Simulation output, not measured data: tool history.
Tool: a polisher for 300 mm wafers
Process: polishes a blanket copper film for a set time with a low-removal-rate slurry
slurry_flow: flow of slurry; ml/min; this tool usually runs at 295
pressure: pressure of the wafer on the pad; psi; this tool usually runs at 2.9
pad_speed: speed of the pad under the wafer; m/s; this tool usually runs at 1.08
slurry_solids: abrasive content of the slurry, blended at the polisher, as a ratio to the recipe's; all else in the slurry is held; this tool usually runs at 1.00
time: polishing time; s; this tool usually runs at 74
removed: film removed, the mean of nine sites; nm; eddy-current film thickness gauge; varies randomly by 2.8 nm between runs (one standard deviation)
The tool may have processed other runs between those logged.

run   hour  slurry_flow  pressure  pad_speed  slurry_solids  time  wafers since the last listed run  wafers polished on this pad  hours since the slurry nozzle was cleaned  hours since the head pressure was calibrated  hours since the slurry blender was calibrated  incoming thickness of the incoming film, nm  removed
  1    0.0          295       2.9       1.08           1.00    74                                 0                          938                                      393.1                                         461.9                                          237.5                                       1429.1    231.3
       5.9  -- slurry blender recalibrated
  2   17.3          295       2.9       1.08           1.00    74                               111                         1049                                      410.4                                         479.2                                           11.4                                       1410.1    252.4
  3   43.7          295       2.9       1.08           1.00    74                               192                         1242                                      436.8                                         505.6                                           37.8                                       1419.5    255.7
      76.0  -- worn pad replaced by a new one
  4   78.6          295       2.9       1.08           1.00    74                               225                           18                                      471.7                                         540.5                                           72.7                                       1423.0    250.7
  5  102.6          295       2.9       1.08           1.00    74                               175                          193                                      495.7                                         564.5                                           96.7                                       1424.8    249.3
     105.1  -- head pressure recalibrated
  6  132.1          295       2.9       1.08           1.00    74                               200                          394                                      525.2                                          27.0                                          126.2                                       1429.4    242.1
  7  147.2          295       2.9       1.08           1.00    74                               110                          504                                      540.3                                          42.1                                          141.3                                       1430.3    246.6
  8  179.6          295       2.9       1.08           1.00    74                               236                          740                                      572.7                                          74.5                                          173.7                                       1393.5    240.2
  9  193.0          295       2.9       1.38           1.00    74                                97                          838                                      586.1                                          87.9                                          187.1                                       1419.3    307.3
 10  224.6          295       2.9       1.08           1.00    74                               230                         1069                                      617.7                                         119.5                                          218.7                                       1434.5    236.4
     228.6  -- slurry blender recalibrated
 11  251.3          265       2.9       1.08           1.00    74                               180                         1249                                      644.4                                         146.2                                           22.7                                       1419.5    247.3
 12  271.9          295       2.9       1.18           0.80    74                               150                         1399                                      665.0                                         166.8                                           43.3                                       1422.0    262.1
     285.4  -- worn pad replaced by a new one
 13  287.9          370       3.2       1.08           1.00    74                                87                           18                                      681.0                                         182.8                                           59.3                                       1422.2    276.6
 14  302.9          295       2.9       1.08           1.00    74                               109                          127                                      696.0                                         197.8                                           74.3                                       1410.5    248.0
 15  334.6          295       2.9       0.90           1.25    74                               231                          359                                      727.7                                         229.5                                          106.0                                       1423.8    215.1
 16  410.8          195       2.9       1.08           1.00    51                               555                          914                                      803.9                                         305.7                                          182.2                                       1409.5    156.7
     426.9  -- slurry nozzle cleaned
 17  429.1          195       2.9       1.08           1.00    51                               126                         1040                                        2.2                                         324.0                                          200.5                                       1412.4    165.1
     454.0  -- worn pad replaced by a new one
 18  461.5          295       2.9       1.08           0.85    98                               207                           54                                       34.6                                         356.4                                          232.9                                       1407.6    300.6
 19  474.1          205       3.2       1.08           1.10    85                                91                          146                                       47.2                                         369.0                                          245.5                                       1426.5    287.1
 20  492.7          295       3.8       0.84           1.00    50                               135                          282                                       65.8                                         387.6                                          264.1                                       1421.6    150.6
     506.0  -- slurry blender recalibrated
 21  521.1          295       2.9       1.08           1.00    74                               192                          474                                       94.2                                         416.0                                           15.1                                       1432.6    257.5
 22  556.3          295       2.9       1.08           1.10    88                               256                          731                                      129.4                                         451.2                                           50.3                                       1409.6    312.0
     558.8  -- head pressure recalibrated
 23  591.8          295       3.8       1.18           1.00    93                               244                          975                                      164.9                                          33.0                                           85.8                                       1417.0    426.1
 24  613.9          205       2.9       1.44           1.20    84                               161                         1137                                      187.0                                          55.1                                          107.9                                       1428.4    388.4
     628.3  -- worn pad replaced by a new one
 25  628.7          295       2.9       1.08           1.00    74                                78                            3                                      201.8                                          69.9                                          122.7                                       1442.2    243.5
 26  649.2          295       3.8       1.08           1.00    58                               149                          152                                      222.3                                          90.4                                          143.2                                       1414.2    236.4
 27  670.6          205       2.9       1.44           1.20    84                               156                          308                                      243.7                                         111.8                                          164.6                                       1434.8    367.7
 28  686.7          295       2.9       0.76           1.00    74                               117                          425                                      259.8                                         127.9                                          180.7                                       1393.5    169.2
 29  702.3          360       2.9       1.08           1.00    74                               113                          539                                      275.4                                         143.5                                          196.3                                       1411.1    241.3

Each row is a separate what-if for the run after 29, all from the same tool condition, not one after another. Results?
  A  702.8          295       2.9       1.08           1.00    86                                 3                          543                                      275.9                                         144.0                                          196.8                                       1437.1        ?
  B  702.8          220       2.6       0.74           1.00    74                                 3                          543                                      275.9                                         144.0                                          196.8                                       1437.1        ?
  C  702.8          295       2.2       1.08           1.00    74                                 3                          543                                      275.9                                         144.0                                          196.8                                       1437.1        ?
  D  702.8          340       2.4       0.72           1.00    74                                 3                          543                                      275.9                                         144.0                                          196.8                                       1437.1        ?
  E  702.8          295       2.5       0.78           1.00    74                                 3                          543                                      275.9                                         144.0                                          196.8                                       1437.1        ?

run  removed
  A    279.0
  B    147.1
  C    195.0
  D    140.3
  E    154.8
Without the tool's unlogged condition, the same runs would have read:
run  removed
  A    306.0
  B    162.4
  C    213.8
  D    153.4
  E    169.7

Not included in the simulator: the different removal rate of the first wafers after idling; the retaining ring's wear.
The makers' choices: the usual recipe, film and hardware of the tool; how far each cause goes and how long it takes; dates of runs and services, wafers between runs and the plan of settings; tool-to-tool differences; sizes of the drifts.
